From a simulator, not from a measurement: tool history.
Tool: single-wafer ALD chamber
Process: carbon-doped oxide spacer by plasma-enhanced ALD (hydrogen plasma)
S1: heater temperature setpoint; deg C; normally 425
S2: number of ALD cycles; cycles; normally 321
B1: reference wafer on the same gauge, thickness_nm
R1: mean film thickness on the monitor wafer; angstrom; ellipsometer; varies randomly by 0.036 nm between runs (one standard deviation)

run    hour   S1   S2      B1      R1
  1       0  433  321  12.701  141.89
  2    40.9  433  321    12.7  142.01
  3   106.1  425  321  12.699  144.58
  4   148.6  425  321  12.697  144.46
  5   191.8  425  321  12.701  144.88
  6   226.8  425  321  12.697  144.87
  7   289.7  425  321  12.705  144.48
  8   352.9  425  321  12.699  144.87
  9     426  425  321  12.702  144.44
 10   465.3  425  321  12.702   144.9
 11   515.8  425  297  12.703  134.19
 12   556.4  425  297  12.702  134.05
 13   619.5  425  321  12.701  144.63
 14   668.8  425  321  12.701  145.26
 15     693  425  381  12.699  171.39
 16   732.2  425  376  12.705  170.15
 17   769.8  440  355  12.701  153.64
 18   821.7  425  270  12.702  122.48
 19   887.1  425  297  12.703  133.67
 20     927  425  379  12.701  171.09
 21   957.3  438  263  12.701  114.16
 22  1011.2  417  260  12.702  120.15
 23  1059.8  434  345   12.69  150.82
 24  1103.7  436  280    12.7  122.45
 25  1134.5  425  363  12.707  163.19
 26    1243  432  369  12.701  162.77

Withheld: 2 entries from between the runs. Position of each, and hidden state at the listed run before versus the listed run after:
Logged between run 8 and run 9: gauge calibrated (hour 420.1)
  the hidden state is the same at both runs
Logged between run 16 and run 17: thermocouple changed; heater temperature recalibrated (hour 769.3)
  the hidden state is the same at both runs
